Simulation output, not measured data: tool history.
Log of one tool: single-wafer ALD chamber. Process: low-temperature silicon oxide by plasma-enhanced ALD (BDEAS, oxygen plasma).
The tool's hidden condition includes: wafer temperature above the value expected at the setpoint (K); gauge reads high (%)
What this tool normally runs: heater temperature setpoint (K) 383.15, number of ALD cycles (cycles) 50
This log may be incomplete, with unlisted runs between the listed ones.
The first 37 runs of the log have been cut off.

run	hour	heater temperature setpoint (K)	number of ALD cycles (cycles)	wafers since the last listed run	hours since the last thermocouple change	hours since the gauge calibration	read-back reference wafer on the same gauge, thickness_nm	mean film thickness on the monitor wafer (angstrom)
38	938.2	371.15	54	78	239.3	440.5	5.536	70.51
39	973.8	383.15	55	196	274.9	476.1	5.542	70.59
40	990.1	397.15	59	89	291.2	492.4	5.543	74.10
41	1016.5	395.15	46	145	317.6	518.8	5.539	58.22
42	1052.2	389.15	42	196	353.3	554.5	5.544	53.29
43	1070.2	374.15	50	99	371.3	572.5	5.542	64.86
44	1086.7	374.15	45	90	387.8	589.0	5.543	58.61
45	1101.0	383.15	50	78	402.1	603.3	5.537	64.15
46	1136.2	392.15	58	194	437.3	638.5	5.537	73.33

Predict each of these 5 candidate next runs independently; none follows another, all start after run 46:
A	1136.7	376.15	50	2	437.8	639.0	?	?
B	1136.7	394.15	46	2	437.8	639.0	?	?
C	1136.7	396.15	54	2	437.8	639.0	?	?
D	1136.7	397.15	45	2	437.8	639.0	?	?
E	1136.7	383.15	58	2	437.8	639.0	?	?

run	read-back reference wafer on the same gauge, thickness_nm	mean film thickness on the monitor wafer (angstrom)
A	5.543	64.92
B	5.543	58.00
C	5.543	67.87
D	5.543	56.46
E	5.543	74.46
Stripped of hidden state, with their random variation kept, the same runs would have yielded:
run	mean film thickness on the monitor wafer (angstrom)
A	65.08
B	58.15
C	68.04
D	56.61
E	74.65
